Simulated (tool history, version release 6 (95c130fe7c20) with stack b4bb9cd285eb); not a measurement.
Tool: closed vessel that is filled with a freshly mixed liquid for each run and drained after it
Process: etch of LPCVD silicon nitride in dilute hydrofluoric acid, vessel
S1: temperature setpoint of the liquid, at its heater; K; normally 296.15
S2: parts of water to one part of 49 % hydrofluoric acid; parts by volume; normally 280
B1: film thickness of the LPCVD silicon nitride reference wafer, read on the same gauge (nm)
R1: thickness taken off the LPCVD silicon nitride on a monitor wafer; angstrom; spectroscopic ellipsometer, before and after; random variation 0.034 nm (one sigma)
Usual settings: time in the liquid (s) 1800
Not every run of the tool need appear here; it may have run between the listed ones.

run 1 hour=0.0 | S1=299.15 S2=280 time_in_the_liquid_(s)=1800 | B1=80.009 | R1=38.57
run 2 hour=54.8 | S1=296.15 S2=280 time_in_the_liquid_(s)=1800 | B1=80.024 | R1=31.66
run 3 hour=105.9 | S1=293.65 S2=280 time_in_the_liquid_(s)=1800 | B1=80.064 | R1=27.27
run 4 hour=158.7 | S1=293.65 S2=280 time_in_the_liquid_(s)=1800 | B1=79.943 | R1=27.38
run 5 hour=196.2 | S1=296.15 S2=280 time_in_the_liquid_(s)=1800 | B1=80.039 | R1=31.13
run 6 hour=246.9 | S1=296.15 S2=280 time_in_the_liquid_(s)=1800 | B1=80.006 | R1=31.79
run 7 hour=279.4 | S1=296.15 S2=280 time_in_the_liquid_(s)=1800 | B1=80.014 | R1=31.72
run 8 hour=325.2 | S1=296.15 S2=280 time_in_the_liquid_(s)=1800 | B1=79.999 | R1=31.36
run 9 hour=369.3 | S1=296.15 S2=280 time_in_the_liquid_(s)=1800 | B1=80.010 | R1=31.49
run 10 hour=397.0 | S1=296.15 S2=280 time_in_the_liquid_(s)=1800 | B1=79.989 | R1=31.89
run 11 hour=460.1 | S1=296.15 S2=280 time_in_the_liquid_(s)=1800 | B1=80.044 | R1=31.23
run 12 hour=519.1 | S1=296.15 S2=280 time_in_the_liquid_(s)=1800 | B1=80.027 | R1=31.66
run 13 hour=581.5 | S1=296.15 S2=280 time_in_the_liquid_(s)=1800 | B1=80.020 | R1=30.87
run 14 hour=612.3 | S1=296.15 S2=280 time_in_the_liquid_(s)=1800 | B1=79.994 | R1=30.79
run 15 hour=681.3 | S1=296.15 S2=280 time_in_the_liquid_(s)=2345 | B1=80.055 | R1=40.47
run 16 hour=713.7 | S1=296.15 S2=280 time_in_the_liquid_(s)=1800 | B1=79.957 | R1=30.78
-- hour=729.0 hydrofluoric acid flow meter replaced
run 17 hour=752.1 | S1=296.15 S2=280 time_in_the_liquid_(s)=1425 | B1=79.989 | R1=24.34
-- hour=791.4 gauge calibrated
run 18 hour=819.7 | S1=299.65 S2=155 time_in_the_liquid_(s)=1800 | B1=79.975 | R1=69.04
run 19 hour=846.4 | S1=297.65 S2=280 time_in_the_liquid_(s)=1800 | B1=80.007 | R1=33.65
run 20 hour=893.4 | S1=294.65 S2=150 time_in_the_liquid_(s)=2285 | B1=80.026 | R1=64.04
run 21 hour=948.5 | S1=292.15 S2=230 time_in_the_liquid_(s)=2075 | B1=79.997 | R1=32.90
run 22 hour=987.5 | S1=293.65 S2=350 time_in_the_liquid_(s)=1800 | B1=79.997 | R1=21.07
-- hour=999.4 thermometer replaced
run 23 hour=1038.7 | S1=297.65 S2=335 time_in_the_liquid_(s)=1800 | B1=79.952 | R1=29.71
run 24 hour=1075.1 | S1=293.65 S2=350 time_in_the_liquid_(s)=1800 | B1=80.012 | R1=22.17
run 25 hour=1140.3 | S1=296.15 S2=280 time_in_the_liquid_(s)=1800 | B1=79.952 | R1=32.66
run 26 hour=1171.8 | S1=300.15 S2=280 time_in_the_liquid_(s)=1800 | B1=80.042 | R1=41.41
run 27 hour=1213.9 | S1=294.15 S2=380 time_in_the_liquid_(s)=2390 | B1=79.988 | R1=27.93
run 28 hour=1281.2 | S1=296.15 S2=280 time_in_the_liquid_(s)=2525 | B1=79.936 | R1=44.28
run 29 hour=1335.3 | S1=296.15 S2=165 time_in_the_liquid_(s)=1800 | B1=80.006 | R1=53.93
run 30 hour=1388.0 | S1=296.15 S2=235 time_in_the_liquid_(s)=810 | B1=80.027 | R1=17.31
run 31 hour=1442.4 | S1=296.15 S2=280 time_in_the_liquid_(s)=1800 | B1=79.990 | R1=31.81

Forecast each of these 3 alternatives for the next run:
run A hour=1443.6 | S1=296.15 S2=280 time_in_the_liquid_(s)=1800 | B1=? | R1=?
run B hour=1443.6 | S1=296.15 S2=280 time_in_the_liquid_(s)=1080 | B1=? | R1=?
run C hour=1443.6 | S1=294.65 S2=280 time_in_the_liquid_(s)=1800 | B1=? | R1=?

run=A B1=79.985 R1=32.40
run=B B1=79.985 R1=19.44
run=C B1=79.985 R1=29.49
With no hidden state in the tool, these same runs would have given:
run=A R1=33.41
run=B R1=20.04
run=C R1=30.42

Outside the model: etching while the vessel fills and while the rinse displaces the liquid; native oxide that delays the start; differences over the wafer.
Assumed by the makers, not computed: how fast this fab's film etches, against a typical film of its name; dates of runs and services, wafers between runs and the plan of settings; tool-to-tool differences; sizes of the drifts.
